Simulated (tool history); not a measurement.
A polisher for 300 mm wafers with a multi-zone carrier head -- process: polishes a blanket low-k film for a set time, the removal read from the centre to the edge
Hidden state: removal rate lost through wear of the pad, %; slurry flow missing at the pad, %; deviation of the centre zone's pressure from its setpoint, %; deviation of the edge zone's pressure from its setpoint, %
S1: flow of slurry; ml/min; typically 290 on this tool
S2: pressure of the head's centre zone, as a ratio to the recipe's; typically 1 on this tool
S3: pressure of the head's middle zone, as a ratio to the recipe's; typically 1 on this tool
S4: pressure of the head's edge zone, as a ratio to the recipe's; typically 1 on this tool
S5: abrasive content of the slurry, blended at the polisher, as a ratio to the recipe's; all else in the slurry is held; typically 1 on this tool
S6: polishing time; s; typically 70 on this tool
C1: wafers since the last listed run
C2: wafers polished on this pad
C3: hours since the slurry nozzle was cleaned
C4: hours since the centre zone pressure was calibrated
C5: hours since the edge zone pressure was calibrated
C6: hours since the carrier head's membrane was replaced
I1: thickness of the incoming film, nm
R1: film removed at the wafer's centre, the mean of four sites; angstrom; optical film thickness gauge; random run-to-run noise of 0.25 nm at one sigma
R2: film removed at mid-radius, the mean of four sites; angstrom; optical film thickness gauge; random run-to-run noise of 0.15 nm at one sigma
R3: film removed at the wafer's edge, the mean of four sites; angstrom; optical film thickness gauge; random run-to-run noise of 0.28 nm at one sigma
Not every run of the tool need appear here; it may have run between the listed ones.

{"run": 1, "hour": 0.0, "S1": 290, "S2": 1, "S3": 1, "S4": 1, "S5": 1, "S6": 82, "C1": 0, "C2": 96, "C3": 236.9, "C4": 699.5, "C5": 364, "C6": 46.4, "I1": 618.8, "R1": 238, "R2": 222, "R3": 222}
{"run": 2, "hour": 22.5, "S1": 290, "S2": 1, "S3": 1, "S4": 1, "S5": 1, "S6": 70, "C1": 131, "C2": 227, "C3": 259.4, "C4": 722, "C5": 386.5, "C6": 68.9, "I1": 607.1, "R1": 209, "R2": 188, "R3": 190}
{"run": 3, "hour": 48.9, "S1": 355, "S2": 1.04, "S3": 1, "S4": 1, "S5": 1.2, "S6": 70, "C1": 153, "C2": 381, "C3": 285.8, "C4": 748.4, "C5": 412.9, "C6": 95.3, "I1": 605.7, "R1": 240, "R2": 212, "R3": 212}
{"run": 4, "hour": 73.7, "S1": 320, "S2": 1, "S3": 1, "S4": 1, "S5": 1, "S6": 79, "C1": 144, "C2": 526, "C3": 310.6, "C4": 773.2, "C5": 437.7, "C6": 120.1, "I1": 614, "R1": 232, "R2": 214, "R3": 216}
{"hour": 82.7, "done": "slurry nozzle cleaned"}
{"run": 5, "hour": 100.6, "S1": 290, "S2": 1, "S3": 1, "S4": 1, "S5": 1, "S6": 70, "C1": 150, "C2": 677, "C3": 17.9, "C4": 800.1, "C5": 464.6, "C6": 147, "I1": 608.1, "R1": 209, "R2": 188, "R3": 186}
{"run": 6, "hour": 149.6, "S1": 290, "S2": 1, "S3": 1.04, "S4": 1, "S5": 1, "S6": 70, "C1": 285, "C2": 962, "C3": 66.9, "C4": 849.1, "C5": 513.6, "C6": 196, "I1": 600, "R1": 207, "R2": 193, "R3": 186}
{"run": 7, "hour": 175.6, "S1": 290, "S2": 1, "S3": 1, "S4": 1.08, "S5": 1, "S6": 56, "C1": 151, "C2": 1114, "C3": 92.9, "C4": 875.1, "C5": 539.6, "C6": 222, "I1": 603.4, "R1": 165, "R2": 150, "R3": 159}
{"run": 8, "hour": 192.4, "S1": 290, "S2": 1, "S3": 1, "S4": 1.08, "S5": 1, "S6": 70, "C1": 97, "C2": 1211, "C3": 109.7, "C4": 891.9, "C5": 556.4, "C6": 238.8, "I1": 605.5, "R1": 209, "R2": 189, "R3": 192}
{"hour": 208.3, "done": "edge zone pressure recalibrated"}
{"hour": 224.8, "done": "worn pad replaced by a new one"}
{"run": 9, "hour": 227.9, "S1": 290, "S2": 1, "S3": 0.91, "S4": 0.96, "S5": 1, "S6": 70, "C1": 171, "C2": 18, "C3": 145.2, "C4": 927.4, "C5": 19.6, "C6": 274.3, "I1": 616, "R1": 206, "R2": 174, "R3": 190}
{"run": 10, "hour": 252.3, "S1": 290, "S2": 1, "S3": 1, "S4": 1, "S5": 1, "S6": 70, "C1": 142, "C2": 160, "C3": 169.6, "C4": 951.8, "C5": 44, "C6": 298.7, "I1": 614.2, "R1": 203, "R2": 188, "R3": 183}
{"hour": 257.5, "done": "centre zone pressure recalibrated"}
{"run": 11, "hour": 280.2, "S1": 290, "S2": 1, "S3": 1, "S4": 1, "S5": 1, "S6": 70, "C1": 150, "C2": 311, "C3": 197.5, "C4": 22.7, "C5": 71.9, "C6": 326.6, "I1": 616.5, "R1": 180, "R2": 186, "R3": 188}
{"run": 12, "hour": 312.4, "S1": 290, "S2": 1, "S3": 1, "S4": 1.1, "S5": 0.9, "S6": 70, "C1": 187, "C2": 498, "C3": 229.7, "C4": 54.9, "C5": 104.1, "C6": 358.8, "I1": 606.4, "R1": 171, "R2": 173, "R3": 182}
{"run": 13, "hour": 328.8, "S1": 290, "S2": 1, "S3": 1, "S4": 1.09, "S5": 1, "S6": 87, "C1": 95, "C2": 594, "C3": 246.1, "C4": 71.3, "C5": 120.5, "C6": 375.2, "I1": 604.9, "R1": 230, "R2": 236, "R3": 250}
{"run": 14, "hour": 344.6, "S1": 290, "S2": 1, "S3": 1, "S4": 1, "S5": 1, "S6": 70, "C1": 92, "C2": 686, "C3": 261.9, "C4": 87.1, "C5": 136.3, "C6": 391, "I1": 602.2, "R1": 183, "R2": 188, "R3": 192}
{"run": 15, "hour": 376.7, "S1": 290, "S2": 1, "S3": 1.09, "S4": 0.97, "S5": 0.8, "S6": 89, "C1": 187, "C2": 873, "C3": 294, "C4": 119.2, "C5": 168.4, "C6": 423.1, "I1": 600.8, "R1": 194, "R2": 215, "R3": 196}
{"run": 16, "hour": 390.8, "S1": 290, "S2": 1, "S3": 1, "S4": 1, "S5": 0.85, "S6": 48, "C1": 82, "C2": 955, "C3": 308.1, "C4": 133.3, "C5": 182.5, "C6": 437.2, "I1": 622.5, "R1": 113, "R2": 113, "R3": 117}
{"run": 17, "hour": 423.3, "S1": 290, "S2": 1, "S3": 0.94, "S4": 1, "S5": 1, "S6": 70, "C1": 189, "C2": 1144, "C3": 340.6, "C4": 165.8, "C5": 215, "C6": 469.7, "I1": 616.6, "R1": 186, "R2": 178, "R3": 187}
{"run": 18, "hour": 446.0, "S1": 290, "S2": 1, "S3": 1, "S4": 1, "S5": 1.25, "S6": 70, "C1": 132, "C2": 1277, "C3": 363.3, "C4": 188.5, "C5": 237.7, "C6": 492.4, "I1": 613.8, "R1": 216, "R2": 217, "R3": 219}
{"hour": 465.3, "done": "worn pad replaced by a new one"}
{"hour": 468.6, "done": "slurry nozzle cleaned"}
{"run": 19, "hour": 469.1, "S1": 195, "S2": 1, "S3": 1.09, "S4": 0.93, "S5": 0.8, "S6": 70, "C1": 105, "C2": 16, "C3": 0.5, "C4": 211.6, "C5": 260.8, "C6": 515.5, "I1": 604.4, "R1": 151, "R2": 162, "R3": 151}
{"run": 20, "hour": 500.0, "S1": 290, "S2": 1, "S3": 1, "S4": 0.9, "S5": 1, "S6": 70, "C1": 180, "C2": 196, "C3": 31.4, "C4": 242.5, "C5": 291.7, "C6": 546.4, "I1": 614, "R1": 191, "R2": 190, "R3": 175}
{"run": 21, "hour": 519.5, "S1": 345, "S2": 1, "S3": 1, "S4": 1, "S5": 1, "S6": 53, "C1": 113, "C2": 310, "C3": 50.9, "C4": 262, "C5": 311.2, "C6": 565.9, "I1": 623.4, "R1": 143, "R2": 144, "R3": 144}

Difference, measured minus no-hidden-state, one row per run. Run-to-run variation is common to both terms; the gauge's own scatter need not be:
run=1 R1=+21
run=2 R1=+19
run=3 R1=+22
run=4 R1=+22
run=5 R1=+20
run=6 R1=+21
run=7 R1=+18
run=8 R1=+22
run=9 R1=+23
run=10 R1=+23
run=11 R1=+1
run=12 R1=+2
run=13 R1=+3
run=14 R1=+2
run=15 R1=+4
run=16 R1=+2
run=17 R1=+4
run=18 R1=+6
run=19 R1=+5
run=20 R1=+6
run=21 R1=+5
R2: 0 in every run.
R3: 0 in every run.
